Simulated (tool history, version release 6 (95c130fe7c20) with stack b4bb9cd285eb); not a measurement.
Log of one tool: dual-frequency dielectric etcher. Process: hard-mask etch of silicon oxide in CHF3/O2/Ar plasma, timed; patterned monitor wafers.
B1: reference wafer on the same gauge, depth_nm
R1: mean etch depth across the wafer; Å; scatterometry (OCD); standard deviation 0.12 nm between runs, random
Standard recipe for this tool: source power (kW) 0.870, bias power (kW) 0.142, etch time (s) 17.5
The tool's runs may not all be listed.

{"run": 1, "hour": 0.0, "source power (kW)": 0.96, "bias power (kW)": 0.142, "etch time (s)": 17.5, "B1": 36.7, "R1": 386.0}
{"hour": 65.8, "done": "wet clean of the chamber"}
{"run": 2, "hour": 88.4, "source power (kW)": 0.81, "bias power (kW)": 0.142, "etch time (s)": 17.5, "B1": 36.68, "R1": 363.3}
{"hour": 126.5, "done": "source power generator calibrated"}
{"run": 3, "hour": 146.0, "source power (kW)": 0.81, "bias power (kW)": 0.142, "etch time (s)": 17.5, "B1": 36.7, "R1": 363.8}
{"run": 4, "hour": 189.9, "source power (kW)": 0.87, "bias power (kW)": 0.142, "etch time (s)": 17.5, "B1": 36.7, "R1": 371.7}
{"run": 5, "hour": 263.9, "source power (kW)": 0.87, "bias power (kW)": 0.142, "etch time (s)": 17.5, "B1": 36.71, "R1": 372.4}
{"hour": 299.1, "done": "upper electrode replaced"}
{"run": 6, "hour": 318.0, "source power (kW)": 0.87, "bias power (kW)": 0.142, "etch time (s)": 17.5, "B1": 36.71, "R1": 372.9}
{"run": 7, "hour": 376.5, "source power (kW)": 0.87, "bias power (kW)": 0.107, "etch time (s)": 13.0, "B1": 36.7, "R1": 248.9}
{"run": 8, "hour": 444.7, "source power (kW)": 0.72, "bias power (kW)": 0.157, "etch time (s)": 17.5, "B1": 36.69, "R1": 360.0}
{"run": 9, "hour": 529.6, "source power (kW)": 0.87, "bias power (kW)": 0.142, "etch time (s)": 17.5, "B1": 36.71, "R1": 369.9}
{"run": 10, "hour": 571.8, "source power (kW)": 0.87, "bias power (kW)": 0.142, "etch time (s)": 15.0, "B1": 36.72, "R1": 317.5}
{"run": 11, "hour": 620.5, "source power (kW)": 0.87, "bias power (kW)": 0.124, "etch time (s)": 17.5, "B1": 36.7, "R1": 353.2}
{"run": 12, "hour": 704.1, "source power (kW)": 0.87, "bias power (kW)": 0.142, "etch time (s)": 17.5, "B1": 36.74, "R1": 370.3}
{"hour": 778.1, "done": "wet clean of the chamber"}
{"run": 13, "hour": 786.8, "source power (kW)": 0.78, "bias power (kW)": 0.108, "etch time (s)": 15.0, "B1": 36.69, "R1": 278.0}
{"run": 14, "hour": 832.2, "source power (kW)": 0.87, "bias power (kW)": 0.142, "etch time (s)": 22.0, "B1": 36.72, "R1": 463.6}
{"run": 15, "hour": 933.7, "source power (kW)": 0.87, "bias power (kW)": 0.142, "etch time (s)": 17.5, "B1": 36.68, "R1": 369.5}
{"run": 16, "hour": 1030.0, "source power (kW)": 0.87, "bias power (kW)": 0.115, "etch time (s)": 17.5, "B1": 36.7, "R1": 343.6}
{"run": 17, "hour": 1135.2, "source power (kW)": 1.01, "bias power (kW)": 0.132, "etch time (s)": 17.5, "B1": 36.66, "R1": 379.5}
{"run": 18, "hour": 1200.2, "source power (kW)": 0.87, "bias power (kW)": 0.142, "etch time (s)": 17.5, "B1": 36.72, "R1": 366.1}
{"run": 19, "hour": 1245.9, "source power (kW)": 0.87, "bias power (kW)": 0.142, "etch time (s)": 17.5, "B1": 36.68, "R1": 366.0}

Run 20 has not been measured yet. What should we expect?
{"hour": 1294.0, "done": "gauge calibrated"}
{"hour": 1330.3, "done": "bias power generator calibrated"}
{"run": 20, "hour": 1351.1, "source power (kW)": 0.87, "bias power (kW)": 0.125, "etch time (s)": 19.0, "B1": "?", "R1": "?"}

B1: 36.70
R1: 385.9 Å
Without the tool's hidden state the same run would have given R1 385.2 Å.
